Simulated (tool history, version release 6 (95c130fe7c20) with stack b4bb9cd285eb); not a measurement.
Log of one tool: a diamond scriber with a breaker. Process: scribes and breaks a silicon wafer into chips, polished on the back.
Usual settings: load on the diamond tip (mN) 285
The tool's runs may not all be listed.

run    hour  load on the diamond tip (mN)  incoming depth of the damage left on the back of the incoming wafer, um  depth of the median crack under the scribed line (nm)  chips rejected at inspection after the break (%)
  1       0                           285                                                                     0.03                                                   7990                                              1.36
  2    33.7                           285                                                                     0.02                                                   7840                                              1.45
  3    90.5                           285                                                                     0.02                                                   7780                                              1.47
  4   141.5                           232                                                                     0.05                                                   6240                                              7.21
  5   214.2                           285                                                                     0.04                                                   7740                                               1.8
  6   240.8                           285                                                                     0.03                                                   7310                                              1.62
  7   265.6                           285                                                                     0.02                                                   7220                                              1.87
      283.6  -- diamond tip replaced by a new one
  8   292.6                           285                                                                     0.03                                                   8120                                              1.03
      303.1  -- load on the tip recalibrated
  9   324.4                           285                                                                     0.02                                                   8300                                              1.01
 10   396.6                           324                                                                     0.05                                                   9380                                              1.98
 11   436.9                           324                                                                     0.05                                                   9300                                              1.72
 12   492.7                           285                                                                     0.02                                                   7960                                              1.15
 13   554.8                           242                                                                     0.04                                                   6870                                              4.22
 14   606.3                           242                                                                     0.05                                                   6830                                              4.14
 15   730.7                           319                                                                     0.02                                                   8430                                              1.16
 16   780.9                           285                                                                     0.03                                                   7580                                              1.37
 17   819.4                           285                                                                     0.03                                                   7640                                              1.43
 18   879.7                           328                                                                     0.03                                                   9040                                              1.22
      903.2  -- diamond tip replaced by a new one
 19   926.7                           212                                                                     0.05                                                   6000                                             10.03
 20   981.9                           285                                                                     0.04                                                   7910                                              1.24
 21    1032                           250                                                                     0.02                                                   7100                                              3.39
 22  1101.4                           360                                                                     0.03                                                   9680                                              2.83
 23  1152.7                           285                                                                     0.01                                                   7580                                              1.33
 24  1193.8                           239                                                                     0.04                                                   6510                                              5.85
     1231.2  -- load on the tip recalibrated
 25  1251.9                           215                                                                     0.02                                                   6170                                             11.63
 26  1321.5                           311                                                                     0.01                                                   8180                                              1.02
 27  1386.1                           235                                                                     0.04                                                   6080                                              7.87
 28  1485.7                           285                                                                     0.01                                                   7400                                              2.18
 29  1539.9                           353                                                                     0.04                                                   8930                                               1.5
 30    1564                           230                                                                     0.05                                                   6170                                               9.5

The same runs without the tool's hidden state, with the same run-to-run variation:
The hidden state here: share of the diamond tip's cutting effectiveness lost through wear, %; deviation of the load on the tip from its setpoint, %.
run  depth of the median crack under the scribed line (nm)  chips rejected at inspection after the break (%)
  1                                                   8500                                              1.01
  2                                                   8380                                              1.04
  3                                                   8380                                              0.99
  4                                                   6770                                              4.12
  5                                                   8480                                              1.05
  6                                                   8030                                              0.91
  7                                                   7960                                              1.02
  8                                                   8140                                              1.02
  9                                                   8360                                              1.01
 10                                                   9530                                              2.29
 11                                                   9500                                              2.08
 12                                                   8180                                              1.08
 13                                                   7110                                              3.16
 14                                                   7120                                              2.94
 15                                                   8920                                              1.86
 16                                                   8070                                              1.02
 17                                                   8180                                              1.01
 18                                                   9760                                              2.37
 19                                                   6210                                              8.28
 20                                                   8240                                              1.08
 21                                                   7440                                              2.24
 22                                                  10240                                              4.47
 23                                                   8070                                              0.99
 24                                                   6960                                              3.48
 25                                                   6650                                              7.65
 26                                                   8900                                              1.54
 27                                                   6670                                              4.08
 28                                                   8240                                               1.1
 29                                                  10010                                              4.12
 30                                                   6940                                              4.47
